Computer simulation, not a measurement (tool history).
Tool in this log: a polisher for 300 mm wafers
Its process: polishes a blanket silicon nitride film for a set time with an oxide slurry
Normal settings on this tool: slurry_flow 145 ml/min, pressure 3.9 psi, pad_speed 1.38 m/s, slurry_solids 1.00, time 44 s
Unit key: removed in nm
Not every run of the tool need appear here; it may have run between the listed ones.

run,hour,slurry_flow,pressure,pad_speed,slurry_solids,time,"incoming thickness of the incoming film, nm",removed
1,0.0,145,3.9,1.38,1.00,44,515.7,44.8
# hour 3.5: conditioning disc replaced and pad reconditioned
2,46.4,145,3.9,1.38,1.00,44,508.6,44.3
3,136.5,145,3.9,1.38,1.00,44,514.1,44.6
# hour 145.4: slurry nozzle cleaned
4,200.8,145,3.9,1.38,1.00,50,512.1,53.0
5,241.2,145,3.9,1.38,1.00,50,510.7,52.9
# hour 281.5: worn pad replaced by a new one
6,292.5,145,3.9,1.38,1.00,50,503.9,51.9
# hour 351.3: slurry blender recalibrated
# hour 375.3: conditioning disc replaced and pad reconditioned
7,397.2,145,3.9,1.38,1.00,44,505.0,46.6
8,434.1,145,3.9,1.38,1.00,44,499.0,45.6
9,515.4,145,3.9,1.38,1.00,44,506.3,45.4
10,578.4,145,3.9,1.38,1.00,44,518.6,45.5
# hour 590.5: head pressure recalibrated
# hour 608.9: worn pad replaced by a new one
11,637.2,145,3.9,1.38,1.00,44,505.8,44.7
# hour 662.5: slurry nozzle cleaned
# hour 696.4: slurry blender recalibrated
12,715.7,145,3.1,1.38,1.00,44,504.8,34.0
# hour 758.9: conditioning disc replaced and pad reconditioned
13,763.1,145,3.9,1.38,1.00,44,511.9,43.3
14,841.4,145,3.2,1.38,1.00,29,504.7,22.8
# hour 934.3: slurry nozzle cleaned, repeated, since the last time left the tool worse
# hour 935.4: worn pad replaced by a new one
# hour 1021.3: slurry blender recalibrated
# hour 1092.2: conditioning disc replaced and pad reconditioned
15,1124.7,145,3.9,1.38,0.90,44,501.6,43.5
16,1182.3,145,3.9,1.38,1.00,44,505.8,45.9
17,1223.5,145,2.9,1.38,1.00,44,507.0,33.7
18,1274.0,95,3.5,1.62,1.00,51,506.8,48.7
# hour 1310.5: worn pad replaced by a new one
19,1316.9,145,4.4,1.04,0.90,44,510.2,41.3
# hour 1374.5: slurry blender recalibrated
# hour 1390.8: slurry nozzle cleaned
20,1399.8,145,3.9,1.38,1.00,50,513.3,52.2
# hour 1429.3: conditioning disc replaced and pad reconditioned
21,1474.9,185,3.9,1.38,1.00,36,508.3,39.4
22,1589.1,145,3.9,1.62,1.25,44,511.6,56.1
# hour 1619.3: head pressure recalibrated
# hour 1644.5: worn pad replaced by a new one
23,1662.2,165,2.7,1.72,0.70,44,502.8,30.1
# hour 1739.3: slurry blender recalibrated
24,1741.3,145,4.3,1.38,1.20,36,505.8,43.9

Each row is a separate what-if for the run after 24, all from the same tool condition, not one after another. Results?
A,1741.7,145,3.9,1.38,1.00,44,513.6,?
B,1741.7,165,3.9,1.60,1.00,44,513.6,?
C,1741.7,145,5.3,1.38,1.00,44,513.6,?

run,removed
A,45.1
B,50.1
C,61.1
Stripped of hidden state, with their random variation kept, the same runs would have yielded:
run,removed
A,46.4
B,51.4
C,62.9
